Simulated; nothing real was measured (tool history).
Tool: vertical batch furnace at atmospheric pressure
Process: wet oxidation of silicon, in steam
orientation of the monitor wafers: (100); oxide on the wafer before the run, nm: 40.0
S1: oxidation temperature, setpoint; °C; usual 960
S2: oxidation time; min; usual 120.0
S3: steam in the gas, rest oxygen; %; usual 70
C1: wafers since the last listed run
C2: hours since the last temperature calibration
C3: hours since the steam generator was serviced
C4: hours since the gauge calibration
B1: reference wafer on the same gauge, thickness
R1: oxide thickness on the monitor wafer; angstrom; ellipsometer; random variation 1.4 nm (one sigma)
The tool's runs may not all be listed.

run    hour   S1     S2  S3    C1      C2      C3      C4      B1      R1
  1     0.0  960  120.0  63     0  3192.1   182.3  2627.7  401.19  3752.2
        7.2  -- gauge calibrated
  2    62.8  960  120.0  63   665  3254.9   245.1    55.6  400.48  3735.8
  3   152.1  960  120.0  63   946  3344.2   334.4   144.9  401.03  3719.1
  4   245.6  977  120.0  70   991  3437.7   427.9   238.4  400.86  4565.0
  5   336.5  960  120.0  70   963  3528.6   518.8   329.3  401.28  4029.1
  6   430.2  960  120.0  70   993  3622.3   612.5   423.0  400.91  3995.9
  7   534.4  960  120.0  70  1104  3726.5   716.7   527.2  401.11  4014.4
  8   576.0  960  120.0  77   440  3768.1   758.3   568.8  401.25  4286.6
  9   626.1  960  120.0  77   531  3818.2   808.4   618.9  400.54  4278.1
 10   673.9  960  120.0  77   506  3866.0   856.2   666.7  400.79  4259.8
 11   712.2  960  120.0  70   406  3904.3   894.5   705.0  400.95  4021.6
 12   900.4  960  120.0  70  1995  4092.5  1082.7   893.2  401.01  4020.9
 13   956.8  960  120.0  70   597  4148.9  1139.1   949.6  400.90  3975.7
 14  1029.1  960   96.0  70   766  4221.2  1211.4  1021.9  400.69  3424.6
 15  1074.5  960   96.0  70   481  4266.6  1256.8  1067.3  401.25  3447.0
 16  1179.5  960  120.0  70  1113  4371.6  1361.8  1172.3  400.91  3967.5
     1265.1  -- thermocouples replaced and temperature profile calibrated
 17  1274.0  960  120.0  70   747     8.9  1456.3  1266.8  400.94  3988.7
 18  1371.0  938  170.5  70  1028   105.9  1553.3  1363.8  400.97  4273.0
 19  1563.7  960  120.0  70  2042   298.6  1746.0  1556.5  400.96  3980.0
 20  1636.6  960  120.0  70   772   371.5  1818.9  1629.4  400.79  3947.4
 21  1700.6  981   63.0  77   678   435.5  1882.9  1693.4  401.05  3214.5
 22  1808.5  960  179.0  70  1143   543.4  1990.8  1801.3  401.11  5148.9
 23  2079.9  972   69.5  76  2877   814.8  2262.2  2072.7  401.42  3142.0
 24  2119.5  977  100.5  76   419   854.4  2301.8  2112.3  400.74  4163.1
     2147.2  -- steam generator serviced
 25  2172.2  979  137.0  74   304   907.1    25.0  2165.0  401.02  5225.5
 26  2262.3  975  147.5  75   955   997.2   115.1  2255.1  401.19  5384.9
 27  2316.9  941  140.5  70   578  1051.8   169.7  2309.7  400.86  3856.1
     2369.1  -- gauge calibrated
 28  2394.9  960  120.0  64   826  1129.8   247.7    25.8  401.08  3790.8
 29  2471.1  960  160.5  80   807  1206.0   323.9   102.0  401.28  5352.6
 30  2537.7  980  153.5  70   706  1272.6   390.5   168.6  400.94  5452.8
 31  2602.8  979  120.0  70   690  1337.7   455.6   233.7  400.91  4633.0
 32  2669.9  960  120.0  70   711  1404.8   522.7   300.8  401.14  4039.5
 33  2776.8  960   82.5  70  1133  1511.7   629.6   407.7  400.92  3135.8
 34  2813.2  974  179.0  70   385  1548.1   666.0   444.1  400.84  5811.8
 35  2906.0  960  120.0  70   983  1640.9   758.8   536.9  400.60  4003.8
 36  2986.9  976   67.0  76   857  1721.8   839.7   617.8  401.19  3242.4
 37  3056.1  960  120.0  70   733  1791.0   908.9   687.0  400.98  3999.2
 38  3124.4  960  120.0  70   724  1859.3   977.2   755.3  401.33  4011.7
 39  3231.5  982  120.0  80  1135  1966.4  1084.3   862.4  400.81  5141.4

Some steps in R1 between neighbouring runs. How much of each would the tool show without its hidden state too (settings, what came in, random variation), and how much is left for the hidden state, with any gauge scatter that isn't in both results?
The hidden state here: true tube temperature minus thermocouple reading, K; steam share off its setpoint, % of the setpoint; gauge reads high (%).
Run 21 -> 22: S1 981 -> 960, S2 63.0 -> 179.0, S3 77 -> 70. R1 +1934.4 angstrom: hidden state -46.7, all else +1981.1.
Run 22 -> 23: S1 960 -> 972, S2 179.0 -> 69.5, S3 70 -> 76. R1 -2006.9 angstrom: hidden state +23.2, all else -2030.1.
Run 23 -> 24: S1 972 -> 977, S2 69.5 -> 100.5. R1 +1021.1 angstrom: hidden state -28.8, all else +1049.9.
Run 24 -> 25: S1 977 -> 979, S2 100.5 -> 137.0, S3 76 -> 74, steam generator serviced. R1 +1062.4 angstrom: hidden state +108.9, all else +953.5.
Run 33 -> 34: S1 960 -> 974, S2 82.5 -> 179.0. R1 +2676.0 angstrom: hidden state -8.1, all else +2684.1.
